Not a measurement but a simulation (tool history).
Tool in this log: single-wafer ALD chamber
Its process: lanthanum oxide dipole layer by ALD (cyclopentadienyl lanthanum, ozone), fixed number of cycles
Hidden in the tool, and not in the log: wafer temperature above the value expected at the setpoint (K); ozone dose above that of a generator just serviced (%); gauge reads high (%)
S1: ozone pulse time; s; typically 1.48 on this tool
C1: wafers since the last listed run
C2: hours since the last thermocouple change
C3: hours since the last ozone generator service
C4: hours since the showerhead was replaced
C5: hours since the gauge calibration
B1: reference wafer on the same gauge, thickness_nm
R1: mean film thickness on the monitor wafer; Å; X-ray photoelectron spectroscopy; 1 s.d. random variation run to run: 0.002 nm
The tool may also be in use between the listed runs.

Run 1, hour 0.0: usual settings but S1 1.13 s; C1 0; C2 995.9; C3 1418.9; C4 6990.9; C5 69.2; B1 0.457. Result: R1 4.64 Å.
Run 2, hour 9.3: usual settings but S1 1.13 s; C1 234; C2 1005.2; C3 1428.2; C4 7000.2; C5 78.5; B1 0.457. Result: R1 4.63 Å.
Run 3, hour 18.7: usual settings but S1 1.13 s; C1 237; C2 1014.6; C3 1437.6; C4 7009.6; C5 87.9; B1 0.457. Result: R1 4.57 Å.
Run 4, hour 30.0: usual settings; C1 284; C2 1025.9; C3 1448.9; C4 7020.9; C5 99.2; B1 0.457. Result: R1 5.06 Å.
Run 5, hour 83.1: usual settings; C1 1339; C2 1079.0; C3 1502.0; C4 7074.0; C5 152.3; B1 0.457. Result: R1 4.96 Å.
Run 6, hour 91.1: usual settings; C1 201; C2 1087.0; C3 1510.0; C4 7082.0; C5 160.3; B1 0.457. Result: R1 4.97 Å.
Run 7, hour 104.6: usual settings but S1 1.86 s; C1 340; C2 1100.5; C3 1523.5; C4 7095.5; C5 173.8; B1 0.457. Result: R1 5.30 Å.
At hour 124.0: gauge calibrated.
Run 8, hour 138.3: usual settings; C1 849; C2 1134.2; C3 1557.2; C4 7129.2; C5 14.3; B1 0.457. Result: R1 4.91 Å.
At hour 152.6: ozone generator serviced.
Run 9, hour 153.1: usual settings; C1 171; C2 1149.0; C3 0.5; C4 7144.0; C5 29.1; B1 0.457. Result: R1 5.66 Å.
Run 10, hour 179.5: usual settings; C1 665; C2 1175.4; C3 26.9; C4 7170.4; C5 55.5; B1 0.457. Result: R1 5.64 Å.
Run 11, hour 197.0: usual settings; C1 441; C2 1192.9; C3 44.4; C4 7187.9; C5 73.0; B1 0.457. Result: R1 5.69 Å.
At hour 216.8: showerhead replaced.
Run 12, hour 217.3: usual settings but S1 1.93 s; C1 310; C2 1213.2; C3 64.7; C4 0.5; C5 93.3; B1 0.457. Result: R1 5.83 Å.
At hour 229.5: thermocouple changed; heater temperature recalibrated.
Run 13, hour 230.0: usual settings; C1 118; C2 0.5; C3 77.4; C4 13.2; C5 106.0; B1 0.457. Result: R1 5.69 Å.
Run 14, hour 242.6: usual settings but S1 1.81 s; C1 317; C2 13.1; C3 90.0; C4 25.8; C5 118.6; B1 0.457. Result: R1 5.78 Å.
Run 15, hour 256.1: usual settings but S1 1.68 s; C1 340; C2 26.6; C3 103.5; C4 39.3; C5 132.1; B1 0.457. Result: R1 5.73 Å.
Run 16, hour 266.8: usual settings; C1 269; C2 37.3; C3 114.2; C4 50.0; C5 142.8; B1 0.457. Result: R1 5.66 Å.
Run 17, hour 278.1: usual settings; C1 284; C2 48.6; C3 125.5; C4 61.3; C5 154.1; B1 0.457. Result: R1 5.67 Å.
Run 18, hour 290.4: usual settings but S1 1.21 s; C1 310; C2 60.9; C3 137.8; C4 73.6; C5 166.4; B1 0.457. Result: R1 5.43 Å.
Run 19, hour 298.5: usual settings but S1 1.29 s; C1 204; C2 69.0; C3 145.9; C4 81.7; C5 174.5; B1 0.457. Result: R1 5.49 Å.
Run 20, hour 310.3: usual settings but S1 1.31 s; C1 297; C2 80.8; C3 157.7; C4 93.5; C5 186.3; B1 0.457. Result: R1 5.51 Å.
At hour 319.1: gauge calibrated.
Run 21, hour 323.1: usual settings but S1 1.70 s; C1 322; C2 93.6; C3 170.5; C4 106.3; C5 4.0; B1 0.457. Result: R1 5.75 Å.
Run 22, hour 336.6: usual settings; C1 340; C2 107.1; C3 184.0; C4 119.8; C5 17.5; B1 0.457. Result: R1 5.63 Å.

Branching from run 22: 3 alternative next runs. What would each branch give?
Run A, hour 337.0: usual settings; C1 10; C2 107.5; C3 184.4; C4 120.2; C5 17.9; B1 ?. Result: R1 ?.
Run B, hour 337.0: usual settings but S1 0.96 s; C1 10; C2 107.5; C3 184.4; C4 120.2; C5 17.9; B1 ?. Result: R1 ?.
Run C, hour 337.0: usual settings but S1 2.06 s; C1 10; C2 107.5; C3 184.4; C4 120.2; C5 17.9; B1 ?. Result: R1 ?.

run     B1    R1
  A  0.457  5.67
  B  0.457  5.13
  C  0.457  5.89
Without the tool's hidden state the same runs would have given:
run    R1
  A  5.68
  B  5.15
  C  5.89

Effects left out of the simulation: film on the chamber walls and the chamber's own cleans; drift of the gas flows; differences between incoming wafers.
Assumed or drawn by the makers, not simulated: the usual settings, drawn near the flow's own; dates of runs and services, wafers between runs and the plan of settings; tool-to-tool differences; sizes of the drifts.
